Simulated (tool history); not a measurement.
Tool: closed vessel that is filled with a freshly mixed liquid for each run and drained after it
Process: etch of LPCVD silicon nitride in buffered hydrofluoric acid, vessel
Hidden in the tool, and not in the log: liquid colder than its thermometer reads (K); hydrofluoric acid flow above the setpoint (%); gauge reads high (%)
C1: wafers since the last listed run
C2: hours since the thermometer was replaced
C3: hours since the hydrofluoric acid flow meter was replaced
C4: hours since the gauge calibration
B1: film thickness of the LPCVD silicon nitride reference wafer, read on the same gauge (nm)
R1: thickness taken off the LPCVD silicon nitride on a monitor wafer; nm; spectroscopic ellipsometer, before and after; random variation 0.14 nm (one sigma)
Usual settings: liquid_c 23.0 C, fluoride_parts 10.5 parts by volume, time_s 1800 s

Run 1, hour 0.0: usual settings; C1 0; C2 1646.0; C3 584.4; C4 238.5; B1 40.38. Result: R1 23.69 nm.
Run 2, hour 35.2: usual settings; C1 1834; C2 1681.2; C3 619.6; C4 273.7; B1 40.43. Result: R1 23.61 nm.
Run 3, hour 87.2: usual settings; C1 2709; C2 1733.2; C3 671.6; C4 325.7; B1 40.46. Result: R1 24.00 nm.
Run 4, hour 195.1: usual settings but liquid_c 25.0 C, fluoride_parts 8.0 parts by volume; C1 5622; C2 1841.1; C3 779.5; C4 433.6; B1 40.67. Result: R1 33.94 nm.
Run 5, hour 242.7: usual settings; C1 2480; C2 1888.7; C3 827.1; C4 481.2; B1 40.74. Result: R1 23.73 nm.
Run 6, hour 282.3: usual settings; C1 2063; C2 1928.3; C3 866.7; C4 520.8; B1 40.83. Result: R1 23.89 nm.
At hour 301.5: gauge calibrated.
Run 7, hour 326.6: usual settings but fluoride_parts 13.0 parts by volume; C1 2308; C2 1972.6; C3 911.0; C4 25.1; B1 40.12. Result: R1 19.16 nm.
At hour 372.3: hydrofluoric acid flow meter replaced.
Run 8, hour 379.9: usual settings; C1 2725; C2 2025.9; C3 7.6; C4 78.4; B1 40.21. Result: R1 23.67 nm.
Run 9, hour 430.0: usual settings but liquid_c 21.0 C, fluoride_parts 7.0 parts by volume, time_s 2305 s; C1 2610; C2 2076.0; C3 57.7; C4 128.5; B1 40.27. Result: R1 39.62 nm.
Run 10, hour 501.1: usual settings but liquid_c 27.5 C; C1 3704; C2 2147.1; C3 128.8; C4 199.6; B1 40.39. Result: R1 30.05 nm.
At hour 506.5: thermometer replaced.
Run 11, hour 525.7: usual settings but liquid_c 19.0 C, fluoride_parts 6.5 parts by volume, time_s 2655 s; C1 1229; C2 19.2; C3 153.4; C4 224.2; B1 40.48. Result: R1 44.00 nm.
Run 12, hour 587.0: usual settings but liquid_c 21.0 C, fluoride_parts 12.0 parts by volume, time_s 2245 s; C1 3194; C2 80.5; C3 214.7; C4 285.5; B1 40.53. Result: R1 23.39 nm.
Run 13, hour 619.0: usual settings; C1 1667; C2 112.5; C3 246.7; C4 317.5; B1 40.57. Result: R1 24.06 nm.
Run 14, hour 655.8: usual settings but liquid_c 19.0 C, fluoride_parts 6.5 parts by volume, time_s 2655 s; C1 1917; C2 149.3; C3 283.5; C4 354.3; B1 40.63. Result: R1 44.48 nm.
Run 15, hour 718.0: usual settings but time_s 745 s; C1 3241; C2 211.5; C3 345.7; C4 416.5; B1 40.75. Result: R1 9.85 nm.
Run 16, hour 781.5: usual settings but liquid_c 19.5 C, time_s 995 s; C1 3308; C2 275.0; C3 409.2; C4 480.0; B1 40.86. Result: R1 10.99 nm.

Forecast each of these 3 alternatives for the next run:
Run A, hour 782.6: usual settings but liquid_c 25.0 C; C1 57; C2 276.1; C3 410.3; C4 481.1; B1 ?. Result: R1 ?.
Run B, hour 782.6: usual settings but liquid_c 28.0 C, fluoride_parts 13.5 parts by volume; C1 57; C2 276.1; C3 410.3; C4 481.1; B1 ?. Result: R1 ?.
Run C, hour 782.6: usual settings but time_s 2875 s; C1 57; C2 276.1; C3 410.3; C4 481.1; B1 ?. Result: R1 ?.

run     B1     R1
  A  40.85  26.76
  B  40.85  24.60
  C  40.85  38.33
Without the tool's hidden state the same runs would have given:
run     R1
  A  26.21
  B  24.09
  C  37.54
